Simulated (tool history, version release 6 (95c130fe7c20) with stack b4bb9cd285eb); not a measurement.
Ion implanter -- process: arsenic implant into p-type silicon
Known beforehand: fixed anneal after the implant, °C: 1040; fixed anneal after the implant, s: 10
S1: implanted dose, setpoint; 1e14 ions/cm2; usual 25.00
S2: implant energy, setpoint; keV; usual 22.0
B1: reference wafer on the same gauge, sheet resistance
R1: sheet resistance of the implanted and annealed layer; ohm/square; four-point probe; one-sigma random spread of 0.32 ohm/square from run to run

run 1 hour=0.0 | S1=25.00 S2=22.0 | B1=99.75 | R1=97.96
run 2 hour=19.2 | S1=25.00 S2=22.0 | B1=99.99 | R1=97.95
run 3 hour=37.9 | S1=25.00 S2=22.0 | B1=99.88 | R1=98.18
run 4 hour=50.9 | S1=25.00 S2=22.0 | B1=100.01 | R1=98.50
run 5 hour=86.7 | S1=25.00 S2=22.0 | B1=99.91 | R1=99.00
run 6 hour=110.8 | S1=25.00 S2=22.0 | B1=100.13 | R1=98.73
run 7 hour=135.1 | S1=25.00 S2=22.0 | B1=100.20 | R1=99.05
run 8 hour=150.7 | S1=25.00 S2=22.0 | B1=100.07 | R1=99.09
run 9 hour=174.3 | S1=25.00 S2=17.0 | B1=100.04 | R1=106.52
run 10 hour=210.2 | S1=25.00 S2=17.0 | B1=100.20 | R1=106.23
run 11 hour=230.5 | S1=25.00 S2=17.0 | B1=100.31 | R1=106.57
run 12 hour=254.6 | S1=25.00 S2=22.0 | B1=100.25 | R1=98.36
-- hour=271.8 extraction supply calibrated
run 13 hour=282.4 | S1=19.85 S2=22.0 | B1=100.20 | R1=103.72
run 14 hour=294.5 | S1=19.85 S2=22.0 | B1=100.25 | R1=104.04
run 15 hour=312.6 | S1=19.85 S2=22.0 | B1=100.37 | R1=103.45
-- hour=335.2 Faraday cup replaced and dose calibrated
run 16 hour=335.7 | S1=25.00 S2=17.5 | B1=100.30 | R1=105.89
run 17 hour=346.9 | S1=29.53 S2=16.0 | B1=100.40 | R1=105.52
run 18 hour=361.2 | S1=25.00 S2=28.5 | B1=100.26 | R1=89.59
run 19 hour=387.1 | S1=19.37 S2=18.5 | B1=100.34 | R1=109.36
-- hour=400.5 gauge calibrated
run 20 hour=403.5 | S1=18.18 S2=25.0 | B1=97.85 | R1=99.27
run 21 hour=427.1 | S1=25.00 S2=22.0 | B1=98.32 | R1=96.75
run 22 hour=451.3 | S1=25.00 S2=22.0 | B1=98.58 | R1=96.71
run 23 hour=479.0 | S1=27.52 S2=28.5 | B1=98.76 | R1=86.42
run 24 hour=510.2 | S1=31.56 S2=18.0 | B1=98.96 | R1=99.82
run 25 hour=526.0 | S1=27.21 S2=28.0 | B1=99.22 | R1=87.22
run 26 hour=549.1 | S1=25.00 S2=26.5 | B1=99.41 | R1=91.14
run 27 hour=581.2 | S1=29.26 S2=26.5 | B1=99.43 | R1=88.39
run 28 hour=608.0 | S1=17.78 S2=14.5 | B1=99.53 | R1=117.83
run 29 hour=638.8 | S1=32.01 S2=25.0 | B1=99.60 | R1=89.65
run 30 hour=673.4 | S1=25.00 S2=22.0 | B1=99.85 | R1=97.67
run 31 hour=703.8 | S1=19.85 S2=22.0 | B1=99.88 | R1=103.21
run 32 hour=723.2 | S1=25.00 S2=28.0 | B1=99.80 | R1=89.76
run 33 hour=744.3 | S1=22.80 S2=19.5 | B1=99.95 | R1=103.43
run 34 hour=768.9 | S1=29.28 S2=18.0 | B1=99.95 | R1=102.74
run 35 hour=785.8 | S1=22.47 S2=16.0 | B1=99.91 | R1=110.50
run 36 hour=806.0 | S1=30.75 S2=14.5 | B1=100.03 | R1=107.45
run 37 hour=825.3 | S1=27.28 S2=14.5 | B1=99.99 | R1=109.30

What if the next run were any one of these 4? Each begins from the tool's condition after run 37:
run A hour=825.7 | S1=25.00 S2=14.5 | B1=? | R1=?
run B hour=825.7 | S1=30.10 S2=29.0 | B1=? | R1=?
run C hour=825.7 | S1=27.34 S2=19.0 | B1=? | R1=?
run D hour=825.7 | S1=28.37 S2=22.0 | B1=? | R1=?

run=A B1=100.05 R1=111.08
run=B B1=100.05 R1=85.56
run=C B1=100.05 R1=101.81
run=D B1=100.05 R1=96.32
Without the tool's hidden state the same runs would have given:
run=A R1=108.93
run=B R1=83.90
run=C R1=99.84
run=D R1=94.45
